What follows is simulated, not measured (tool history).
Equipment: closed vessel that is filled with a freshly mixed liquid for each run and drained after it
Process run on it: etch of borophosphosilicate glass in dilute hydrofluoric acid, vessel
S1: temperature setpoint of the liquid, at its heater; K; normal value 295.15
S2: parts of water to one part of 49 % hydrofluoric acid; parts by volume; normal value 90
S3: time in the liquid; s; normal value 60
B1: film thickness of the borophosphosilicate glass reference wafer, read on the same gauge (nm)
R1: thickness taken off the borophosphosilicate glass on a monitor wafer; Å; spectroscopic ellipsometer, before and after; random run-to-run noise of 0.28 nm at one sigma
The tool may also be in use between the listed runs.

run 1 day=0.000 | S1=295.15 S2=100 S3=60 | B1=79.98 | R1=241.5
run 2 day=1.146 | S1=292.65 S2=90 S3=75 | B1=80.01 | R1=303.3
run 3 day=2.246 | S1=292.65 S2=90 S3=75 | B1=80.00 | R1=303.0
run 4 day=4.212 | S1=292.65 S2=90 S3=75 | B1=80.00 | R1=298.2
run 5 day=7.058 | S1=291.65 S2=90 S3=35 | B1=79.99 | R1=136.4
run 6 day=8.854 | S1=291.65 S2=90 S3=35 | B1=80.02 | R1=133.6
run 7 day=11.383 | S1=296.15 S2=90 S3=60 | B1=79.99 | R1=276.5
run 8 day=13.983 | S1=295.15 S2=90 S3=45 | B1=79.99 | R1=195.9
run 9 day=16.054 | S1=295.15 S2=90 S3=45 | B1=79.98 | R1=193.9
run 10 day=23.104 | S1=295.15 S2=90 S3=45 | B1=80.00 | R1=189.7
run 11 day=25.342 | S1=295.15 S2=80 S3=60 | B1=79.99 | R1=292.3
-- day=25.579 gauge calibrated
run 12 day=27.812 | S1=295.15 S2=80 S3=60 | B1=80.00 | R1=289.3
-- day=31.296 hydrofluoric acid flow meter replaced
run 13 day=34.292 | S1=295.15 S2=125 S3=60 | B1=79.95 | R1=192.8
run 14 day=35.517 | S1=295.15 S2=100 S3=60 | B1=79.99 | R1=245.0
run 15 day=38.388 | S1=295.15 S2=90 S3=60 | B1=79.98 | R1=274.0
run 16 day=40.483 | S1=293.15 S2=90 S3=75 | B1=79.99 | R1=314.8
run 17 day=42.338 | S1=298.65 S2=60 S3=60 | B1=80.01 | R1=493.9
run 18 day=44.938 | S1=291.65 S2=55 S3=40 | B1=79.96 | R1=262.1
run 19 day=47.471 | S1=295.15 S2=90 S3=60 | B1=79.99 | R1=268.0
run 20 day=49.946 | S1=295.15 S2=90 S3=60 | B1=80.00 | R1=266.7

What does the tool deliver on the next run?
-- day=50.558 thermometer replaced
run 21 day=52.288 | S1=295.15 S2=90 S3=85 | B1=? | R1=?

{"run 21": {"B1": 79.96, "R1": 401.3}}
The same run, on a tool lacking any hidden state, would have yielded R1 430.3 Å.
